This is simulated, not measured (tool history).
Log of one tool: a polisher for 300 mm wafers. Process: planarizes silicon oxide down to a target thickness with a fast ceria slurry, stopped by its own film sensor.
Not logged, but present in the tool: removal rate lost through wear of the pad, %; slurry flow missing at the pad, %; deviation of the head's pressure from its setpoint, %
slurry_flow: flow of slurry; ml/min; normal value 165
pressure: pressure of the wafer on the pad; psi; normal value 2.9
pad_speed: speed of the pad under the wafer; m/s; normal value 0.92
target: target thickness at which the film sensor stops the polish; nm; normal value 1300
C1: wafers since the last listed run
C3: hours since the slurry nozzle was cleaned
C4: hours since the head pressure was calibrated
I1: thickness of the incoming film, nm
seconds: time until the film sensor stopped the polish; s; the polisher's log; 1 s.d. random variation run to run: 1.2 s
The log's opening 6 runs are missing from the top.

Run 7, hour 150.1: usual settings but target 1064 nm; C1 421; wafers polished on this pad 2087; C3 423.7; C4 989.5; I1 2398.2. Result: seconds 118.4 s.
At hour 155.7: worn pad replaced by a new one.
Run 8, hour 180.6: usual settings but target 1064 nm; C1 349; wafers polished on this pad 328; C3 454.2; C4 1020; I1 2374.6. Result: seconds 125.8 s.
Run 9, hour 208.1: usual settings; C1 363; wafers polished on this pad 691; C3 481.7; C4 1047.5; I1 2365. Result: seconds 104.1 s.
Run 10, hour 231.2: usual settings; C1 305; wafers polished on this pad 996; C3 504.8; C4 1070.6; I1 2425. Result: seconds 110.4 s.
Run 11, hour 249.4: usual settings; C1 240; wafers polished on this pad 1236; C3 523; C4 1088.8; I1 2359.8. Result: seconds 103.5 s.
Run 12, hour 264.7: usual settings but slurry_flow 195 ml/min; C1 202; wafers polished on this pad 1438; C3 538.3; C4 1104.1; I1 2424. Result: seconds 109.3 s.
At hour 268.8: worn pad replaced by a new one, repeated, since the last time left the tool worse.
Run 13, hour 282.5: usual settings but pad_speed 0.7 m/s; C1 182; wafers polished on this pad 180; C3 556.1; C4 1121.9; I1 2379.8. Result: seconds 124 s.
Run 14, hour 301.2: usual settings but pad_speed 0.7 m/s; C1 246; wafers polished on this pad 427; C3 574.8; C4 1140.6; I1 2366.3. Result: seconds 122.7 s.
Run 15, hour 322.2: usual settings but target 1198 nm; C1 277; wafers polished on this pad 705; C3 595.8; C4 1161.6; I1 2402.8. Result: seconds 104.9 s.
Run 16, hour 338.2: usual settings but target 1433 nm; C1 211; wafers polished on this pad 916; C3 611.8; C4 1177.6; I1 2380.2. Result: seconds 86.7 s.
Run 17, hour 352.4: usual settings but slurry_flow 110 ml/min; C1 187; wafers polished on this pad 1104; C3 626; C4 1191.8; I1 2407.6. Result: seconds 107.3 s.
At hour 366.2: head pressure recalibrated.
Run 18, hour 366.7: usual settings; C1 162; wafers polished on this pad 1266; C3 640.3; C4 0.5; I1 2351.9. Result: seconds 93.4 s.
Run 19, hour 400.3: usual settings but pressure 3.4 psi, pad_speed 0.84 m/s; C1 443; wafers polished on this pad 1710; C3 673.9; C4 34.1; I1 2383.7. Result: seconds 93.1 s.
At hour 416.2: worn pad replaced by a new one.
Run 20, hour 434.8: usual settings; C1 402; wafers polished on this pad 245; C3 708.4; C4 68.6; I1 2423.8. Result: seconds 96.2 s.
Run 21, hour 452.6: usual settings; C1 235; wafers polished on this pad 480; C3 726.2; C4 86.4; I1 2427.8. Result: seconds 97.7 s.
At hour 459: slurry nozzle cleaned.
Run 22, hour 487.2: usual settings but slurry_flow 180 ml/min; C1 443; wafers polished on this pad 924; C3 28.2; C4 121; I1 2351.4. Result: seconds 93.4 s.

Run 23 is up next; what results do you expect?
Run 23, hour 511.7: usual settings but slurry_flow 140 ml/min, pressure 3.3 psi; C1 323; wafers polished on this pad 1247; C3 52.7; C4 145.5; I1 2390.4. Result: seconds ?.

{"run 23": {"seconds": 90.1}}
On a tool with no hidden condition, and with the same random variation, this run would have come out at seconds 85.3 s.
